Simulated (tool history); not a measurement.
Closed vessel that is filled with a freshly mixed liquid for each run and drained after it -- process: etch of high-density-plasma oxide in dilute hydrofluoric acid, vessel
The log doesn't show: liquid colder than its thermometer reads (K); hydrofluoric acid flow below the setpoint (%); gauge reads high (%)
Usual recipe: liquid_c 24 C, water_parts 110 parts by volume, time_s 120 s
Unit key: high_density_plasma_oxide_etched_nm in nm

run    hour  liquid_c  water_parts  time_s  wafers since the last listed run  hours since the thermometer was replaced  hours since the hydrofluoric acid flow meter was replaced  hours since the gauge calibration  read-back film thickness of the high-density-plasma oxide reference wafer, read on the same gauge (nm)  high_density_plasma_oxide_etched_nm
  1       0        24          110     175                                 0                                    1972.8                                                      271.6                                462                                                                                                   99.98                                 8.88
  2   104.9        24          110     120                             10296                                    2077.7                                                      376.5                              566.9                                                                                                     100                                 6.06
  3     173        24          110     120                              6684                                    2145.8                                                      444.6                                635                                                                                                   99.98                                 6.07
  4   234.3        24          130     120                              6016                                    2207.1                                                      505.9                              696.3                                                                                                   99.98                                 4.93
  5   305.7        24          130     120                              7008                                    2278.5                                                      577.3                              767.7                                                                                                  100.04                                    5
  6   377.6        24          110     120                              7057                                    2350.4                                                      649.2                              839.6                                                                                                   99.97                                    6
  7   481.7        24          110     120                             10217                                    2454.5                                                      753.3                              943.7                                                                                                     100                                 5.93
      542.4  -- thermometer replaced
  8   587.6        24          110     120                             10296                                      45.2                                                      859.2                             1049.6                                                                                                  100.02                                 6.41
  9   657.8        26          150     120                              6890                                     115.4                                                      929.4                             1119.8                                                                                                   99.95                                 4.84
 10   713.1        26          150     120                              5427                                     170.7                                                      984.7                             1175.1                                                                                                   99.98                                 4.89
 11   810.3        24          110     120                              9540                                     267.9                                                     1081.9                             1272.3                                                                                                  100.07                                 6.37
 12     873        24          110     120                              6154                                     330.6                                                     1144.6                               1335                                                                                                   99.99                                 6.32
 13   917.9        24          110     120                              4407                                     375.5                                                     1189.5                             1379.9                                                                                                  100.01                                 6.29
 14    1004        24          110     120                              8451                                     461.6                                                     1275.6                               1466                                                                                                  100.02                                 6.33
 15  1108.6        22          110     120                             10266                                     566.2                                                     1380.2                             1570.6                                                                                                   99.99                                 5.74
 16  1186.2        24          110     120                              7616                                     643.8                                                     1457.8                             1648.2                                                                                                   99.95                                 6.27
     1207.1  -- hydrofluoric acid flow meter replaced
 17  1282.6        24          110     175                              9363                                     740.2                                                       75.5                             1744.6                                                                                                  100.01                                 9.43
 18  1349.2      21.5          110     120                              6537                                     806.8                                                      142.1                             1811.2                                                                                                  100.01                                 5.79
 19  1428.1        26          110     120                              7744                                     885.7                                                        221                             1890.1                                                                                                   99.97                                 6.93
     1468.6  -- gauge calibrated
 20  1477.3        24          130     145                              4829                                     934.9                                                      270.2                                8.7                                                                                                   99.98                                 6.34
 21  1528.7      22.5          135      95                              5045                                     986.3                                                      321.6                               60.1                                                                                                   99.98                                 3.72
 22  1628.2        24           80     120                              9766                                    1085.8                                                      421.1                              159.6                                                                                                   99.99                                 8.98
 23  1683.2        27          110      95                              5398                                    1140.8                                                      476.1                              214.6                                                                                                  100.01                                 5.61
 24  1776.2      26.5          150      55                              9128                                    1233.8                                                      569.1                              307.6                                                                                                     100                                  2.2
 25  1871.7        24          110     120                              9373                                    1329.3                                                      664.6                              403.1                                                                                                  100.01                                 6.18
 26  1926.3        24           65     165                              5359                                    1383.9                                                      719.2                              457.7                                                                                                   99.98                                15.11
 27  1968.4      25.5          165      95                              4132                                      1426                                                      761.3                              499.8                                                                                                  100.04                                 3.26
 28  2048.8      20.5          110     120                              7891                                    1506.4                                                      841.7                              580.2                                                                                                  100.04                                 5.35
 29  2115.6        24          110     120                              6556                                    1573.2                                                      908.5                                647                                                                                                   99.97                                 6.17
 30  2157.8        26          110     190                              4142                                    1615.4                                                      950.7                              689.2                                                                                                  100.03                                10.51
 31    2265        24          110     120                             10522                                    1722.6                                                     1057.9                              796.4                                                                                                   99.96                                 6.08
 32  2361.1      25.5          110      75                              9432                                    1818.7                                                       1154                              892.5                                                                                                  100.01                                 4.01
 33  2405.7        26          110     185                              4377                                    1863.3                                                     1198.6                              937.1                                                                                                   99.99                                10.08

Measured less the same run without the tool's hidden state. The same run-to-run variation is in both; the gauge's scatter may not be:
run  high_density_plasma_oxide_etched_nm
  1                                -0.71
  2                                -0.52
  3                                -0.55
  4                                -0.46
  5                                -0.49
  6                                -0.62
  7                                -0.65
  8                                -0.15
  9                                -0.14
 10                                -0.15
 11                                -0.22
 12                                -0.25
 13                                -0.26
 14                                -0.29
 15                                 -0.3
 16                                -0.36
 17                                -0.26
 18                                -0.18
 19                                -0.24
 20                                -0.24
 21                                -0.16
 22                                -0.42
 23                                -0.27
 24                                -0.11
 25                                -0.38
 26                                -0.98
 27                                -0.22
 28                                -0.39
 29                                -0.47
 30                                 -0.8
 31                                -0.51
 32                                -0.36
 33                                -0.92

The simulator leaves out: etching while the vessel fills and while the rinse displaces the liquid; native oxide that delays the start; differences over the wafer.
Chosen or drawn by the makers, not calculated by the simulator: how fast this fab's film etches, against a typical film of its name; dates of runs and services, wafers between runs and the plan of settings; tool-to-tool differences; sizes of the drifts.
